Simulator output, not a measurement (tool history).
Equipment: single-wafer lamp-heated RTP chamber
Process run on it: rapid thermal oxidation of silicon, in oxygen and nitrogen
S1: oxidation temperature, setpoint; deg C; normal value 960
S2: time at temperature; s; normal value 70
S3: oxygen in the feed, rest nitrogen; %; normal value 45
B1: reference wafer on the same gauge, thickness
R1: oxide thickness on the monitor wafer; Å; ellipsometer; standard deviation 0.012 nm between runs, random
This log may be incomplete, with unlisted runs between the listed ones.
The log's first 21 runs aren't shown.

Run 22, hour 601.4: usual settings but S2 84 s, S3 37 %; B1 3.289. Result: R1 39.44 Å.
Run 23, hour 626.4: usual settings but S1 948 deg C, S2 54 s; B1 3.291. Result: R1 32.99 Å.
At hour 663.8: gauge calibrated.
At hour 671.5: pyrometer window cleaned and pyrometer calibrated.
Run 24, hour 672.0: usual settings; B1 3.289. Result: R1 38.15 Å.
Run 25, hour 681.0: usual settings but S2 55 s, S3 55 %; B1 3.289. Result: R1 36.85 Å.
Run 26, hour 734.1: usual settings but S3 69 %; B1 3.290. Result: R1 43.62 Å.
Run 27, hour 765.9: usual settings but S1 981 deg C, S2 45 s, S3 26 %; B1 3.290. Result: R1 32.48 Å.
Run 28, hour 790.4: usual settings but S1 930 deg C, S3 54 %; B1 3.290. Result: R1 33.81 Å.
Run 29, hour 815.5: usual settings but S3 54 %; B1 3.290. Result: R1 40.55 Å.
Run 30, hour 839.2: usual settings but S1 982 deg C, S2 105 s, S3 64 %; B1 3.291. Result: R1 59.50 Å.
Run 31, hour 867.7: usual settings; B1 3.291. Result: R1 38.88 Å.
At hour 891.0: pyrometer window cleaned and pyrometer calibrated.
Run 32, hour 902.0: usual settings but S1 952 deg C; B1 3.290. Result: R1 36.05 Å.
Run 33, hour 920.2: usual settings but S1 942 deg C, S2 53 s; B1 3.290. Result: R1 31.34 Å.
Run 34, hour 954.2: usual settings but S1 931 deg C, S2 89 s; B1 3.290. Result: R1 35.42 Å.
Run 35, hour 969.2: usual settings; B1 3.292. Result: R1 38.75 Å.
Run 36, hour 990.4: usual settings but S3 25 %; B1 3.289. Result: R1 33.31 Å.
Run 37, hour 1012.8: usual settings but S1 948 deg C, S2 39 s; B1 3.290. Result: R1 29.80 Å.

Below are 5 alternative next runs, each starting from the tool's condition after run 37. Predict each:
Run A, hour 1013.2: usual settings but S1 951 deg C; B1 ?. Result: R1 ?.
Run B, hour 1013.2: usual settings but S1 946 deg C, S2 96 s, S3 62 %; B1 ?. Result: R1 ?.
Run C, hour 1013.2: usual settings but S2 96 s, S3 36 %; B1 ?. Result: R1 ?.
Run D, hour 1013.2: usual settings but S1 978 deg C, S2 51 s, S3 17 %; B1 ?. Result: R1 ?.
Run E, hour 1013.2: usual settings but S2 104 s, S3 69 %; B1 ?. Result: R1 ?.

run     B1     R1
  A  3.291  36.64
  B  3.291  43.88
  C  3.291  41.01
  D  3.291  30.42
  E  3.291  51.97
Without the tool's hidden state the same runs would have given:
run     R1
  A  35.99
  B  42.97
  C  40.23
  D  30.04
  E  50.84
